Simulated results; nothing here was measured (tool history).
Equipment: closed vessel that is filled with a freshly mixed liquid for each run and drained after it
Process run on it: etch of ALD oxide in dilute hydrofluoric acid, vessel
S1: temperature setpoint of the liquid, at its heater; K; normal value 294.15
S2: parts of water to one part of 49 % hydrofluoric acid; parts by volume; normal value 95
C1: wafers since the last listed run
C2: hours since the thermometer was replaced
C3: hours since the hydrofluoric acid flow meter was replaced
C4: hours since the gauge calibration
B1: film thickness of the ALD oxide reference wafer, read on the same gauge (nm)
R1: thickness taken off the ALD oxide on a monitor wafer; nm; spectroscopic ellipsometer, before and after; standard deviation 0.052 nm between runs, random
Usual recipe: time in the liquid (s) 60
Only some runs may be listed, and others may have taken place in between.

run 1 day=0.000 | S1=294.15 S2=95 time_in_the_liquid_(s)=60 | C1=0 C2=987.8 C3=417.7 C4=99.0 | B1=110.00 | R1=8.53
run 2 day=2.358 | S1=294.15 S2=95 time_in_the_liquid_(s)=60 | C1=5190 C2=1044.4 C3=474.3 C4=155.6 | B1=109.99 | R1=8.52
run 3 day=3.238 | S1=294.15 S2=95 time_in_the_liquid_(s)=35 | C1=1934 C2=1065.5 C3=495.4 C4=176.7 | B1=109.99 | R1=5.00
run 4 day=4.292 | S1=294.15 S2=95 time_in_the_liquid_(s)=35 | C1=2320 C2=1090.8 C3=520.7 C4=202.0 | B1=110.01 | R1=4.99
run 5 day=5.179 | S1=294.15 S2=95 time_in_the_liquid_(s)=85 | C1=1953 C2=1112.1 C3=542.0 C4=223.3 | B1=110.02 | R1=12.06
run 6 day=5.862 | S1=294.15 S2=95 time_in_the_liquid_(s)=85 | C1=1503 C2=1128.5 C3=558.4 C4=239.7 | B1=110.00 | R1=12.08
run 7 day=6.558 | S1=294.15 S2=95 time_in_the_liquid_(s)=60 | C1=1531 C2=1145.2 C3=575.1 C4=256.4 | B1=110.01 | R1=8.42
run 8 day=7.817 | S1=294.15 S2=95 time_in_the_liquid_(s)=60 | C1=2769 C2=1175.4 C3=605.3 C4=286.6 | B1=109.99 | R1=8.50
-- day=8.958 thermometer replaced
run 9 day=9.079 | S1=294.15 S2=95 time_in_the_liquid_(s)=75 | C1=2686 C2=2.9 C3=635.6 C4=316.9 | B1=110.03 | R1=11.55
run 10 day=10.408 | S1=294.15 S2=95 time_in_the_liquid_(s)=60 | C1=2925 C2=34.8 C3=667.5 C4=348.8 | B1=110.01 | R1=9.37
run 11 day=11.879 | S1=294.15 S2=120 time_in_the_liquid_(s)=60 | C1=3237 C2=70.1 C3=702.8 C4=384.1 | B1=110.01 | R1=7.13
-- day=12.367 gauge calibrated
-- day=12.650 hydrofluoric acid flow meter replaced
run 12 day=12.808 | S1=294.15 S2=65 time_in_the_liquid_(s)=60 | C1=1953 C2=92.4 C3=3.8 C4=10.6 | B1=109.98 | R1=13.41
run 13 day=13.746 | S1=294.15 S2=95 time_in_the_liquid_(s)=60 | C1=2063 C2=114.9 C3=26.3 C4=33.1 | B1=110.00 | R1=8.91
run 14 day=14.379 | S1=298.65 S2=95 time_in_the_liquid_(s)=45 | C1=1393 C2=130.1 C3=41.5 C4=48.3 | B1=110.00 | R1=8.01
run 15 day=15.533 | S1=297.15 S2=95 time_in_the_liquid_(s)=50 | C1=2540 C2=157.8 C3=69.2 C4=76.0 | B1=109.99 | R1=8.36
run 16 day=16.371 | S1=294.15 S2=115 time_in_the_liquid_(s)=40 | C1=1843 C2=177.9 C3=89.3 C4=96.1 | B1=110.00 | R1=4.74

Branching from run 16: 5 alternative next runs. What would each branch give?
run A day=16.400 | S1=294.15 S2=95 time_in_the_liquid_(s)=45 | C1=64 C2=178.6 C3=90.0 C4=96.8 | B1=? | R1=?
run B day=16.400 | S1=290.15 S2=95 time_in_the_liquid_(s)=60 | C1=64 C2=178.6 C3=90.0 C4=96.8 | B1=? | R1=?
run C day=16.400 | S1=294.15 S2=70 time_in_the_liquid_(s)=60 | C1=64 C2=178.6 C3=90.0 C4=96.8 | B1=? | R1=?
run D day=16.400 | S1=296.65 S2=95 time_in_the_liquid_(s)=60 | C1=64 C2=178.6 C3=90.0 C4=96.8 | B1=? | R1=?
run E day=16.400 | S1=290.65 S2=95 time_in_the_liquid_(s)=45 | C1=64 C2=178.6 C3=90.0 C4=96.8 | B1=? | R1=?

run=A B1=109.98 R1=6.60
run=B B1=109.98 R1=7.44
run=C B1=109.98 R1=12.29
run=D B1=109.98 R1=9.74
run=E B1=109.98 R1=5.70
With the hidden condition removed and each run's random variation left untouched, the same runs would have given:
run=A R1=6.66
run=B R1=7.52
run=C R1=12.42
run=D R1=9.83
run=E R1=5.76

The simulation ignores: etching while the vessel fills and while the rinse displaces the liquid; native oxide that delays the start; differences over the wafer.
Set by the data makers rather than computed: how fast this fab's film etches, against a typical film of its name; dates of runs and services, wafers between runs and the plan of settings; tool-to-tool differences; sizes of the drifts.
